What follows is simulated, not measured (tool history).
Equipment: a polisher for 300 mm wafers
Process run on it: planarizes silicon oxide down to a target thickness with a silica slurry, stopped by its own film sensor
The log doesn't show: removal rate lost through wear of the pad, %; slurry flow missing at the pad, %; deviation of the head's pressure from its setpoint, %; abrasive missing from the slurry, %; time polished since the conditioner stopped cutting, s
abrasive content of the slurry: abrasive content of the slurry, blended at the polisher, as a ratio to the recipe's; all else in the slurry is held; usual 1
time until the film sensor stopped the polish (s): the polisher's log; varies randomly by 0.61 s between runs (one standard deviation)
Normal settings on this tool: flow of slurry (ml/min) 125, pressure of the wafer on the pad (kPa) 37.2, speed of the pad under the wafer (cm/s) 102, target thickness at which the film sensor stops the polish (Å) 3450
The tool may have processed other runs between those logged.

run,hour,flow of slurry (ml/min),pressure of the wafer on the pad (kPa),speed of the pad under the wafer (cm/s),abrasive content of the slurry,target thickness at which the film sensor stops the polish (Å),wafers since the last listed run,wafers polished on this pad,hours since the slurry nozzle was cleaned,hours since the head pressure was calibrated,hours since the slurry blender was calibrated,hours since the conditioning disc was replaced,"incoming thickness of the incoming film, nm",time until the film sensor stopped the polish (s)
1,0,125,37.2,102,1,3450,0,791,756.2,287.1,131.8,291.9,597.5,64.5
2,59.4,125,37.2,102,1,3450,589,1380,815.6,346.5,191.2,351.3,590.4,64.9
# hour 73.8: slurry nozzle cleaned
# hour 125.4: conditioning disc replaced and pad reconditioned
3,130,125,37.2,102,1,3450,670,2051,56.2,417.1,261.8,4.6,600.5,61.5
4,218.3,125,37.2,102,1,3450,875,2927,144.5,505.4,350.1,92.9,606.9,66.9
# hour 242: slurry blender recalibrated
5,302.4,125,37.2,102,1,3450,814,3741,228.6,589.5,60.4,177,605.2,66.6
# hour 345.5: worn pad replaced by a new one
6,389.2,125,37.2,102,1,3450,821,433,315.4,676.3,147.2,263.8,597.9,64.9
# hour 529.3: conditioning disc replaced and pad reconditioned
7,580.7,125,37.2,102,1,3680,1879,2312,506.9,867.8,338.7,51.4,600.2,66.7
# hour 586: head pressure recalibrated
8,631.2,125,37.2,102,1,3680,480,2793,557.4,45.2,389.2,101.9,605,68.2
# hour 648.4: slurry blender recalibrated
9,699.6,125,37.2,102,1,3450,658,3452,625.8,113.6,51.2,170.3,598,74.9
10,743.6,125,37.2,102,1,3450,436,3888,669.8,157.6,95.2,214.3,602.6,75.3
# hour 763: worn pad replaced by a new one
# hour 790: slurry nozzle cleaned
# hour 797.9: conditioning disc replaced and pad reconditioned, repeated, since the last time left the tool worse
11,842.4,125,37.2,102,1,3450,910,757,52.4,256.4,194,44.5,603.5,63.2
12,881.6,125,37.2,102,1,3450,388,1146,91.6,295.6,233.2,83.7,596.2,62.7
13,952,125,37.2,102,1,3450,698,1844,162,366,303.6,154.1,601.3,63.4

Expected results for the next run?
14,1027.6,125,46.2,136,0.75,3970,749,2594,237.6,441.6,379.2,229.7,587.4,?

time until the film sensor stopped the polish (s): 39.3
If the tool had no hidden condition, the same run with the same run-to-run variation would have returned time until the film sensor stopped the polish (s) 34.7.
